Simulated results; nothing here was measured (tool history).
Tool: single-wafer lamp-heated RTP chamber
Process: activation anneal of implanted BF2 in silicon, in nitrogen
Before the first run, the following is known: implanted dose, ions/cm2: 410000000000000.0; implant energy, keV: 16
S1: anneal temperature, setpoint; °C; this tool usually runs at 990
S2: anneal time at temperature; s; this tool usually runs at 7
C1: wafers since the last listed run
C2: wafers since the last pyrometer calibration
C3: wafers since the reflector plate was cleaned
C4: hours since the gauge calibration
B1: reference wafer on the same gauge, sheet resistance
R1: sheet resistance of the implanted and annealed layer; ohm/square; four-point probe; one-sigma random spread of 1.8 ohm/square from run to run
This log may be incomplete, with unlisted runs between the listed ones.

run,hour,S1,S2,C1,C2,C3,C4,B1,R1
1,0.0,990,7,0,244,6526,222.7,338.01,322.42
# hour 17.2: reflector plate cleaned
2,17.7,990,7,293,538,15,240.4,337.70,327.66
3,24.5,990,7,206,744,221,247.2,337.63,326.17
4,41.3,990,7,509,1253,730,264.0,338.08,327.95
5,52.7,990,5,345,1599,1075,275.4,337.72,328.02
6,62.7,990,5,303,1902,1378,285.4,338.00,333.52
# hour 76.9: pyrometer window cleaned and pyrometer calibrated
7,77.4,990,5,203,15,1581,300.1,337.66,331.23
8,83.0,990,7,169,184,1751,305.7,337.59,324.48
9,92.3,981,5,281,466,2033,315.0,337.58,342.34
10,100.2,990,7,239,706,2272,322.9,338.30,326.30
11,113.9,990,7,415,1121,2687,336.6,337.49,325.63
12,128.7,990,7,448,1569,3136,351.4,338.61,322.94
13,140.1,990,7,345,1915,3481,362.8,338.17,327.40
14,149.0,990,7,269,2184,3751,371.7,338.03,327.11
# hour 159.0: pyrometer window cleaned and pyrometer calibrated
15,161.7,990,10,142,81,3893,384.4,337.80,317.75
16,169.2,990,8,227,309,4120,391.9,338.03,323.66
# hour 184.2: gauge calibrated
17,185.9,982,7,506,815,4626,1.7,338.02,336.11
18,200.7,990,4,448,1263,5075,16.5,338.70,332.28
19,206.9,969,9,187,1451,5263,22.7,338.26,346.92
20,216.0,977,9,275,1727,5539,31.8,337.92,337.85
# hour 225.9: pyrometer window cleaned and pyrometer calibrated
21,226.3,990,3,69,12,5608,42.1,337.95,333.87
22,233.9,977,6,230,243,5839,49.7,337.40,345.46
23,244.8,969,7,330,573,6169,60.6,338.50,349.22
24,252.0,978,10,218,791,6387,67.8,338.74,334.96
# hour 269.2: reflector plate cleaned
25,269.7,963,8,293,1085,14,85.5,338.03,363.04
26,280.2,976,9,318,1403,332,96.0,337.62,341.69
# hour 298.8: pyrometer window cleaned and pyrometer calibrated
27,299.3,990,7,336,16,669,115.1,337.65,323.02
28,304.5,990,7,157,174,826,120.3,337.74,325.08
29,313.2,1014,7,263,437,1090,129.0,338.16,314.81
30,322.7,990,7,287,725,1378,138.5,337.39,328.69
31,331.1,1017,7,254,980,1632,146.9,337.99,308.88
32,347.2,990,7,487,1467,2120,163.0,337.75,328.18
33,354.3,963,10,215,1683,2335,170.1,338.25,360.98
# hour 383.8: pyrometer window cleaned and pyrometer calibrated
34,384.3,962,9,666,15,3002,200.1,338.25,362.84
35,390.4,962,4,184,200,3187,206.2,337.85,370.01

4 options for the next run, each taken on its own from the tool as it stands now. Forecast them:
A,390.8,990,7,12,212,3199,206.6,?,?
B,390.8,966,4,12,212,3199,206.6,?,?
C,390.8,1001,7,12,212,3199,206.6,?,?
D,390.8,1000,5,12,212,3199,206.6,?,?

run,B1,R1
A,338.41,323.56
B,338.41,361.44
C,338.41,315.57
D,338.41,320.19
Had the tool no hidden state, the same runs would have come out as:
run,R1
A,323.56
B,361.44
C,315.57
D,320.19
